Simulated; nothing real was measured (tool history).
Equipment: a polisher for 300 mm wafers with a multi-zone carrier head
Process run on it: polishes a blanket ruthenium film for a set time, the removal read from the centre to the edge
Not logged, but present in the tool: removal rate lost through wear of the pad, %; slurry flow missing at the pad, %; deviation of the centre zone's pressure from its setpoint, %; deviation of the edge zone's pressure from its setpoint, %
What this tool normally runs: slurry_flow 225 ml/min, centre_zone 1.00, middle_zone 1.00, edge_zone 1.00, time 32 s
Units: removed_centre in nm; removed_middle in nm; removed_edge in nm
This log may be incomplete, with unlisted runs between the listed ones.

run,hour,slurry_flow,centre_zone,middle_zone,edge_zone,time,wafers since the last listed run,wafers polished on this pad,hours since the slurry nozzle was cleaned,hours since the centre zone pressure was calibrated,hours since the edge zone pressure was calibrated,hours since the carrier head's membrane was replaced,"incoming thickness of the incoming film, nm",removed_centre,removed_middle,removed_edge
1,0.0,225,1.00,1.00,1.00,32,0,371,251.3,1043.3,969.0,918.2,303.8,19.3,19.2,19.6
2,10.3,225,1.00,1.00,1.00,32,149,521,261.6,1053.6,979.3,928.5,310.7,19.0,19.0,18.9
3,41.3,225,1.00,1.00,1.00,32,448,969,292.6,1084.6,1010.3,959.5,309.2,18.6,18.7,19.3
# hour 48.7: carrier head's membrane replaced by a new one
4,52.5,225,1.00,1.00,1.00,32,89,1059,303.8,1095.8,1021.5,3.8,308.3,18.6,19.0,18.4
5,63.1,225,1.00,1.00,1.00,32,153,1212,314.4,1106.4,1032.1,14.4,305.4,18.1,18.3,18.0
# hour 69.0: worn pad replaced by a new one, repeated, since the last time left the tool worse
6,72.9,225,1.00,1.00,1.00,32,83,55,324.2,1116.2,1041.9,24.2,307.0,21.9,21.4,22.2
7,90.1,185,1.00,1.00,1.00,36,248,304,341.4,1133.4,1059.1,41.4,311.7,23.4,23.2,24.2
8,107.3,225,1.00,1.00,1.11,38,248,553,358.6,1150.6,1076.3,58.6,311.5,25.4,25.8,26.3
9,116.0,225,1.00,1.00,1.00,32,125,679,367.3,1159.3,1085.0,67.3,315.6,20.7,21.6,21.4
10,133.9,185,1.00,1.08,0.97,32,259,938,385.2,1177.2,1102.9,85.2,313.3,20.1,21.1,20.0
11,145.5,160,1.09,1.00,1.00,41,167,1106,396.8,1188.8,1114.5,96.8,308.9,26.7,25.2,25.3
# hour 153.4: slurry nozzle cleaned
# hour 161.5: worn pad replaced by a new one
12,190.2,225,1.00,0.93,1.10,32,574,415,36.8,1233.5,1159.2,141.5,313.9,20.8,20.2,23.0
13,205.4,225,1.00,1.00,1.00,32,220,635,52.0,1248.7,1174.4,156.7,313.2,21.1,21.3,21.7
14,221.1,290,0.92,1.00,1.04,22,227,862,67.7,1264.4,1190.1,172.4,304.9,13.5,14.9,15.4
# hour 230.1: centre zone pressure recalibrated
# hour 231.8: edge zone pressure recalibrated
15,242.4,285,1.00,1.03,1.08,32,255,1118,89.0,12.3,10.6,193.7,306.6,21.0,21.7,21.8
16,250.2,225,0.91,1.00,1.00,32,112,1231,96.8,20.1,18.4,201.5,307.8,18.6,20.5,20.9
# hour 267.2: worn pad replaced by a new one
17,267.7,225,1.00,1.00,1.00,32,195,7,114.3,37.6,35.9,219.0,311.1,21.7,21.7,22.1
18,277.2,225,1.00,1.06,1.00,32,137,144,123.8,47.1,45.4,228.5,310.0,21.9,22.4,22.1
19,295.1,200,1.04,1.00,1.00,41,259,404,141.7,65.0,63.3,246.4,305.6,27.7,26.7,27.0
20,304.9,225,1.00,1.00,1.00,32,141,545,151.5,74.8,73.1,256.2,314.0,21.3,21.1,21.8
21,319.6,225,1.00,1.10,1.00,32,212,758,166.2,89.5,87.8,270.9,310.8,21.1,22.5,21.4
22,350.5,225,1.00,1.00,1.00,32,447,1205,197.1,120.4,118.7,301.8,315.8,20.7,20.6,21.0

Give the tool's hidden conditions for every run:
slurry flow missing at the pad, %: 0 at every run
deviation of the centre zone's pressure from its setpoint, %: 0 at every run
deviation of the edge zone's pressure from its setpoint, %: 0 at every run
H1: removal rate lost through wear of the pad, %
run,H1
1,11.6
2,12.2
3,14
4,14.7
5,15.3
6,0.475
7,1.48
8,2.48
9,2.99
10,4.03
11,4.71
12,2.31
13,3.2
14,4.11
15,5.35
16,5.81
17,0.233
18,0.787
19,1.83
20,2.4
21,3.26
22,5.06

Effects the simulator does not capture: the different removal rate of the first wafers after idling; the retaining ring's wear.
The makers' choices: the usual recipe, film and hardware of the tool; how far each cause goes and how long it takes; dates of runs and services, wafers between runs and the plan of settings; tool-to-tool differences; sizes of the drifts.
